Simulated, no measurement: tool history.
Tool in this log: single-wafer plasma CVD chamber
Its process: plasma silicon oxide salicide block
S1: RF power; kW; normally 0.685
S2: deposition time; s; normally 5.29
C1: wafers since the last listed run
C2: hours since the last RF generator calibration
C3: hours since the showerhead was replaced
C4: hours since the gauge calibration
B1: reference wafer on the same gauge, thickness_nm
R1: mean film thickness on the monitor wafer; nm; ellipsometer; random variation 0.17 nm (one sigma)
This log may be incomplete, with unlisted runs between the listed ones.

| run | hour | S1 | S2 | C1 | C2 | C3 | C4 | B1 | R1 |
|---|---|---|---|---|---|---|---|---|---|
| 1 | 0 | 0.685 | 4.73 | 0 | 726.7 | 5986.6 | 304.2 | 62.423 | 51.487 |
| 2 | 20.7 | 0.685 | 5.29 | 600 | 747.4 | 6007.3 | 324.9 | 62.408 | 57.535 |
| 3 | 54.9 | 0.685 | 5.29 | 991 | 781.6 | 6041.5 | 359.1 | 62.308 | 57.436 |
| 4 | 80.2 | 0.685 | 5.29 | 733 | 806.9 | 6066.8 | 384.4 | 62.45 | 57.68 |
| 5 | 96.9 | 0.59 | 5.29 | 484 | 823.6 | 6083.5 | 401.1 | 62.435 | 55.914 |
| 6 | 132.2 | 0.59 | 5.29 | 1023 | 858.9 | 6118.8 | 436.4 | 62.414 | 55.549 |
| 7 | 166.2 | 0.59 | 5.29 | 986 | 892.9 | 6152.8 | 470.4 | 62.316 | 55.337 |
| 8 | 196.4 | 0.685 | 5.61 | 875 | 923.1 | 6183 | 500.6 | 62.366 | 60.69 |
|  | 202.3 | gauge calibrated |
| 9 | 217.8 | 0.685 | 5.61 | 620 | 944.5 | 6204.4 | 15.5 | 62.376 | 61.038 |
| 10 | 235.8 | 0.685 | 5.61 | 522 | 962.5 | 6222.4 | 33.5 | 62.419 | 60.944 |
| 11 | 249.2 | 0.685 | 5.7 | 388 | 975.9 | 6235.8 | 46.9 | 62.381 | 61.53 |
| 12 | 269 | 0.685 | 5.7 | 574 | 995.7 | 6255.6 | 66.7 | 62.374 | 61.949 |
| 13 | 295.4 | 0.685 | 5.7 | 765 | 1022.1 | 6282 | 93.1 | 62.38 | 62.014 |
| 14 | 324.5 | 0.685 | 5.52 | 843 | 1051.2 | 6311.1 | 122.2 | 62.462 | 59.734 |
| 15 | 351.6 | 0.685 | 5.52 | 785 | 1078.3 | 6338.2 | 149.3 | 62.342 | 59.606 |
| 16 | 381 | 0.685 | 5.52 | 852 | 1107.7 | 6367.6 | 178.7 | 62.354 | 59.826 |
| 17 | 409.6 | 0.685 | 5.29 | 829 | 1136.3 | 6396.2 | 207.3 | 62.385 | 57.636 |
| 18 | 436.7 | 0.61 | 5.29 | 785 | 1163.4 | 6423.3 | 234.4 | 62.397 | 55.684 |
| 19 | 454.5 | 0.575 | 4.67 | 516 | 1181.2 | 6441.1 | 252.2 | 62.381 | 48.783 |
| 20 | 470.3 | 0.65 | 4.28 | 458 | 1197 | 6456.9 | 268 | 62.425 | 45.547 |
| 21 | 523.7 | 0.685 | 5.29 | 1548 | 1250.4 | 6510.3 | 321.4 | 62.445 | 57.22 |
| 22 | 537.3 | 0.685 | 5.52 | 394 | 1264 | 6523.9 | 335 | 62.379 | 59.683 |
| 23 | 555.2 | 0.8 | 5.29 | 519 | 1281.9 | 6541.8 | 352.9 | 62.396 | 59.404 |
| 24 | 584 | 0.62 | 5.57 | 835 | 1310.7 | 6570.6 | 381.7 | 62.436 | 58.82 |
| 25 | 614 | 0.6 | 5.97 | 870 | 1340.7 | 6600.6 | 411.7 | 62.462 | 62.492 |
| 26 | 644.5 | 0.725 | 6.34 | 884 | 1371.2 | 6631.1 | 442.2 | 62.305 | 69.017 |
|  | 668.8 | RF generator calibrated |
| 27 | 669.3 | 0.585 | 6.27 | 487 | 0.5 | 6655.9 | 467 | 62.428 | 66.598 |
| 28 | 690.7 | 0.685 | 5.29 | 620 | 21.9 | 6677.3 | 488.4 | 62.388 | 58.275 |
| 29 | 711.3 | 0.785 | 4.71 | 597 | 42.5 | 6697.9 | 509 | 62.421 | 53.568 |
| 30 | 735.7 | 0.81 | 4.38 | 707 | 66.9 | 6722.3 | 533.4 | 62.359 | 50.138 |
|  | 738 | gauge calibrated |
| 31 | 750.9 | 0.685 | 5.29 | 440 | 82.1 | 6737.5 | 12.9 | 62.375 | 58.367 |
|  | 766.4 | showerhead replaced |
| 32 | 766.9 | 0.805 | 6.31 | 232 | 98.1 | 0.5 | 28.9 | 62.402 | 72.053 |
| 33 | 792.9 | 0.685 | 5.52 | 754 | 124.1 | 26.5 | 54.9 | 62.36 | 60.436 |
| 34 | 818.6 | 0.61 | 5.9 | 745 | 149.8 | 52.2 | 80.6 | 62.413 | 63.267 |
| 35 | 852.2 | 0.63 | 4.43 | 974 | 183.4 | 85.8 | 114.2 | 62.386 | 47.703 |
| 36 | 888 | 0.685 | 5.29 | 1038 | 219.2 | 121.6 | 150 | 62.337 | 58.27 |
| 37 | 966.6 | 0.685 | 5.29 | 2279 | 297.8 | 200.2 | 228.6 | 62.424 | 57.835 |

Below are 4 alternative next runs, each starting from the tool's condition after run 37. Predict each:
| A | 967 | 0.685 | 4.3 | 11 | 298.2 | 200.6 | 229 | ? | ? |
| B | 967 | 0.685 | 4.44 | 11 | 298.2 | 200.6 | 229 | ? | ? |
| C | 967 | 0.75 | 5.61 | 11 | 298.2 | 200.6 | 229 | ? | ? |
| D | 967 | 0.645 | 4.56 | 11 | 298.2 | 200.6 | 229 | ? | ? |

| run | B1 | R1 |
|---|---|---|
| A | 62.432 | 47.173 |
| B | 62.432 | 48.709 |
| C | 62.432 | 62.845 |
| D | 62.432 | 49.349 |
What these runs would have given with no unlogged condition in the tool:
| run | R1 |
|---|---|
| A | 47.387 |
| B | 48.93 |
| C | 63.129 |
| D | 49.572 |
